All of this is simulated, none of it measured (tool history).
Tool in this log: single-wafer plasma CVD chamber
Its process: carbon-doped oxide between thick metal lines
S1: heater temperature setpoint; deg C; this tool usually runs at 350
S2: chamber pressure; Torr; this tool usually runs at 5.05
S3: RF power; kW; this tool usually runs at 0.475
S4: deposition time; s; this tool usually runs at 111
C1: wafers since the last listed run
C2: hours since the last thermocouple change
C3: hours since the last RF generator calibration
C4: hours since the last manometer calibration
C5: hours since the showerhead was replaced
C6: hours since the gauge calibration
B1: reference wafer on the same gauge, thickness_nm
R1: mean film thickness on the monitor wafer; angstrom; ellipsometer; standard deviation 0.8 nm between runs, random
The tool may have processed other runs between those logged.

| run | hour | S1 | S2 | S3 | S4 | C1 | C2 | C3 | C4 | C5 | C6 | B1 | R1 |
|---|---|---|---|---|---|---|---|---|---|---|---|---|---|
| 1 | 0.0 | 350 | 5.05 | 0.475 | 111 | 0 | 1519.2 | 1372.7 | 1155.6 | 6775.5 | 78.1 | 491.018 | 4935.76 |
| 2 | 14.1 | 350 | 5.05 | 0.475 | 111 | 265 | 1533.3 | 1386.8 | 1169.7 | 6789.6 | 92.2 | 490.804 | 4924.57 |
|  | 23.8 | gauge calibrated |
| 3 | 24.5 | 350 | 5.05 | 0.475 | 111 | 195 | 1543.7 | 1397.2 | 1180.1 | 6800.0 | 0.7 | 490.704 | 4925.46 |
| 4 | 39.8 | 350 | 5.05 | 0.475 | 111 | 288 | 1559.0 | 1412.5 | 1195.4 | 6815.3 | 16.0 | 490.864 | 4920.46 |
| 5 | 51.5 | 350 | 5.05 | 0.475 | 111 | 220 | 1570.7 | 1424.2 | 1207.1 | 6827.0 | 27.7 | 491.069 | 4901.06 |
|  | 62.2 | RF generator calibrated |
| 6 | 64.7 | 360 | 5.05 | 0.475 | 128 | 97 | 1583.9 | 2.5 | 1220.3 | 6840.2 | 40.9 | 490.961 | 5997.59 |
|  | 87.1 | showerhead replaced |
| 7 | 87.6 | 350 | 5.05 | 0.475 | 94 | 280 | 1606.8 | 25.4 | 1243.2 | 0.5 | 63.8 | 490.943 | 4496.44 |
| 8 | 87.9 | 342 | 5.96 | 0.385 | 102 | 5 | 1607.1 | 25.7 | 1243.5 | 0.8 | 64.1 | 491.065 | 4423.45 |
| 9 | 94.1 | 350 | 5.05 | 0.475 | 111 | 116 | 1613.3 | 31.9 | 1249.7 | 7.0 | 70.3 | 490.954 | 5308.95 |
|  | 106.1 | capacitance manometer re-zeroed and calibrated |
|  | 113.2 | thermocouple changed; heater temperature recalibrated |
| 10 | 113.7 | 350 | 5.05 | 0.510 | 111 | 84 | 0.5 | 51.5 | 7.6 | 26.6 | 89.9 | 490.912 | 5551.69 |
| 11 | 114.0 | 350 | 5.05 | 0.535 | 111 | 5 | 0.8 | 51.8 | 7.9 | 26.9 | 90.2 | 490.925 | 5745.12 |
| 12 | 128.3 | 345 | 4.26 | 0.385 | 90 | 269 | 15.1 | 66.1 | 22.2 | 41.2 | 104.5 | 491.060 | 3567.20 |
|  | 136.2 | gauge calibrated |
| 13 | 138.7 | 341 | 5.49 | 0.475 | 111 | 195 | 25.5 | 76.5 | 32.6 | 51.6 | 2.5 | 491.097 | 5537.73 |
| 14 | 156.4 | 358 | 4.36 | 0.430 | 95 | 333 | 43.2 | 94.2 | 50.3 | 69.3 | 20.2 | 490.799 | 3999.59 |
| 15 | 197.4 | 350 | 5.05 | 0.475 | 111 | 772 | 84.2 | 135.2 | 91.3 | 110.3 | 61.2 | 490.790 | 5311.45 |

Take each entry between the runs: how does the hidden state at the last listed run before it differ from the hidden state at the first listed run after it?
Runs 2 to 3: gauge calibrated (hour 23.8)
  delivered RF power above the setpoint (%): -10.4 -> -10.6
  measured result minus the result with no hidden state, R1: -402.59 -> -409.09 angstrom
Runs 5 to 6: RF generator calibrated (hour 62.2)
  delivered RF power above the setpoint (%): -10.9 -> -0.296
  measured result minus the result with no hidden state, R1: -423.98 -> -11.55 angstrom
Runs 6 to 7: showerhead replaced (hour 87.1)
  delivered RF power above the setpoint (%): -0.296 -> -0.299
  measured result minus the result with no hidden state, R1: -11.55 -> -8.75 angstrom
Runs 9 to 10: capacitance manometer re-zeroed and calibrated (hour 106.1); thermocouple changed; heater temperature recalibrated (hour 113.2)
  delivered RF power above the setpoint (%): -0.301 -> -0.309
  measured result minus the result with no hidden state, R1: -10.39 -> -10.93 angstrom
Runs 12 to 13: gauge calibrated (hour 136.2)
  delivered RF power above the setpoint (%): -0.317 -> -0.325
  measured result minus the result with no hidden state, R1: -8.93 -> -11.70 angstrom
